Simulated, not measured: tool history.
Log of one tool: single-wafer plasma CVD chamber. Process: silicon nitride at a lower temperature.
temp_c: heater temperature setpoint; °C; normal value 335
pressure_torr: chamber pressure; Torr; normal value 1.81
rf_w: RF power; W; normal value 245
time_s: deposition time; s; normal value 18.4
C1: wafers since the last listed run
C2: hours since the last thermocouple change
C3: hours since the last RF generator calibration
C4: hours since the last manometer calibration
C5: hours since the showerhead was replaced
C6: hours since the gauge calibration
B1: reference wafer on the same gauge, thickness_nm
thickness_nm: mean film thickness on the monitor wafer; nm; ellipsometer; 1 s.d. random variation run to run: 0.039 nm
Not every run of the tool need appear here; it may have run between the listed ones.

{"run": 1, "day": 0.0, "temp_c": 335, "pressure_torr": 1.81, "rf_w": 235, "time_s": 18.4, "C1": 0, "C2": 1536.2, "C3": 1388, "C4": 719.7, "C5": 4050.1, "C6": 122.7, "B1": 17.595, "thickness_nm": 19.04}
{"run": 2, "day": 1.262, "temp_c": 335, "pressure_torr": 1.81, "rf_w": 235, "time_s": 18.4, "C1": 909, "C2": 1566.5, "C3": 1418.3, "C4": 750, "C5": 4080.4, "C6": 153, "B1": 17.597, "thickness_nm": 19.016}
{"run": 3, "day": 1.858, "temp_c": 335, "pressure_torr": 1.81, "rf_w": 235, "time_s": 18.4, "C1": 429, "C2": 1580.8, "C3": 1432.6, "C4": 764.3, "C5": 4094.7, "C6": 167.3, "B1": 17.599, "thickness_nm": 19.055}
{"run": 4, "day": 2.954, "temp_c": 335, "pressure_torr": 1.81, "rf_w": 245, "time_s": 18.4, "C1": 789, "C2": 1607.1, "C3": 1458.9, "C4": 790.6, "C5": 4121, "C6": 193.6, "B1": 17.602, "thickness_nm": 19.695}
{"run": 5, "day": 4.079, "temp_c": 335, "pressure_torr": 1.81, "rf_w": 245, "time_s": 18.4, "C1": 810, "C2": 1634.1, "C3": 1485.9, "C4": 817.6, "C5": 4148, "C6": 220.6, "B1": 17.61, "thickness_nm": 19.708}
{"run": 6, "day": 4.988, "temp_c": 335, "pressure_torr": 1.81, "rf_w": 245, "time_s": 18.4, "C1": 654, "C2": 1655.9, "C3": 1507.7, "C4": 839.4, "C5": 4169.8, "C6": 242.4, "B1": 17.603, "thickness_nm": 19.608}
{"run": 7, "day": 5.908, "temp_c": 335, "pressure_torr": 1.81, "rf_w": 245, "time_s": 18.4, "C1": 663, "C2": 1678, "C3": 1529.8, "C4": 861.5, "C5": 4191.9, "C6": 264.5, "B1": 17.604, "thickness_nm": 19.686}
{"day": 8.746, "done": "showerhead replaced"}
{"day": 10.188, "done": "RF generator calibrated"}
{"run": 8, "day": 10.208, "temp_c": 335, "pressure_torr": 1.37, "rf_w": 285, "time_s": 18.4, "C1": 2617, "C2": 1781.2, "C3": 0.5, "C4": 964.7, "C5": 35.1, "C6": 367.7, "B1": 17.605, "thickness_nm": 21.048}
{"day": 10.617, "done": "gauge calibrated"}
{"run": 9, "day": 11.258, "temp_c": 345, "pressure_torr": 1.94, "rf_w": 230, "time_s": 17.2, "C1": 756, "C2": 1806.4, "C3": 25.7, "C4": 989.9, "C5": 60.3, "C6": 15.4, "B1": 17.615, "thickness_nm": 18.251}
{"day": 11.8, "done": "thermocouple changed; heater temperature recalibrated"}
{"run": 10, "day": 14.817, "temp_c": 335, "pressure_torr": 1.81, "rf_w": 245, "time_s": 18.4, "C1": 2323, "C2": 72.4, "C3": 111.1, "C4": 1075.3, "C5": 145.7, "C6": 100.8, "B1": 17.599, "thickness_nm": 20.347}
{"day": 15.862, "done": "capacitance manometer re-zeroed and calibrated"}
{"run": 11, "day": 16.017, "temp_c": 335, "pressure_torr": 2.05, "rf_w": 245, "time_s": 18.4, "C1": 624, "C2": 101.2, "C3": 139.9, "C4": 3.7, "C5": 174.5, "C6": 129.6, "B1": 17.598, "thickness_nm": 20.581}
{"run": 12, "day": 17.412, "temp_c": 335, "pressure_torr": 1.81, "rf_w": 245, "time_s": 18.4, "C1": 1005, "C2": 134.7, "C3": 173.4, "C4": 37.2, "C5": 208, "C6": 163.1, "B1": 17.601, "thickness_nm": 19.924}
{"run": 13, "day": 18.283, "temp_c": 323, "pressure_torr": 1.94, "rf_w": 245, "time_s": 21, "C1": 627, "C2": 155.6, "C3": 194.3, "C4": 58.1, "C5": 228.9, "C6": 184, "B1": 17.599, "thickness_nm": 23.183}
{"run": 14, "day": 19.467, "temp_c": 335, "pressure_torr": 1.81, "rf_w": 245, "time_s": 15.2, "C1": 852, "C2": 184, "C3": 222.7, "C4": 86.5, "C5": 257.3, "C6": 212.4, "B1": 17.597, "thickness_nm": 16.4}
{"run": 15, "day": 20.092, "temp_c": 335, "pressure_torr": 1.81, "rf_w": 245, "time_s": 15.1, "C1": 450, "C2": 199, "C3": 237.7, "C4": 101.5, "C5": 272.3, "C6": 227.4, "B1": 17.601, "thickness_nm": 16.305}

Here are 5 independent what-if runs from the current tool condition. What would each one return?
{"run": "A", "day": 20.108, "temp_c": 335, "pressure_torr": 1.81, "rf_w": 245, "time_s": 18.4, "C1": 12, "C2": 199.4, "C3": 238.1, "C4": 101.9, "C5": 272.7, "C6": 227.8, "B1": "?", "thickness_nm": "?"}
{"run": "B", "day": 20.108, "temp_c": 335, "pressure_torr": 1.81, "rf_w": 275, "time_s": 16.1, "C1": 12, "C2": 199.4, "C3": 238.1, "C4": 101.9, "C5": 272.7, "C6": 227.8, "B1": "?", "thickness_nm": "?"}
{"run": "C", "day": 20.108, "temp_c": 335, "pressure_torr": 2.19, "rf_w": 245, "time_s": 16.1, "C1": 12, "C2": 199.4, "C3": 238.1, "C4": 101.9, "C5": 272.7, "C6": 227.8, "B1": "?", "thickness_nm": "?"}
{"run": "D", "day": 20.108, "temp_c": 350, "pressure_torr": 1.47, "rf_w": 245, "time_s": 18.4, "C1": 12, "C2": 199.4, "C3": 238.1, "C4": 101.9, "C5": 272.7, "C6": 227.8, "B1": "?", "thickness_nm": "?"}
{"run": "E", "day": 20.108, "temp_c": 320, "pressure_torr": 2.24, "rf_w": 245, "time_s": 21, "C1": 12, "C2": 199.4, "C3": 238.1, "C4": 101.9, "C5": 272.7, "C6": 227.8, "B1": "?", "thickness_nm": "?"}

run=A B1=17.606 thickness_nm=19.903
run=B B1=17.606 thickness_nm=18.996
run=C B1=17.606 thickness_nm=18.295
run=D B1=17.606 thickness_nm=18.722
run=E B1=17.606 thickness_nm=24.098
Without the tool's hidden state the same runs would have given:
run=A thickness_nm=19.931
run=B thickness_nm=19.018
run=C thickness_nm=18.326
run=D thickness_nm=18.744
run=E thickness_nm=24.139
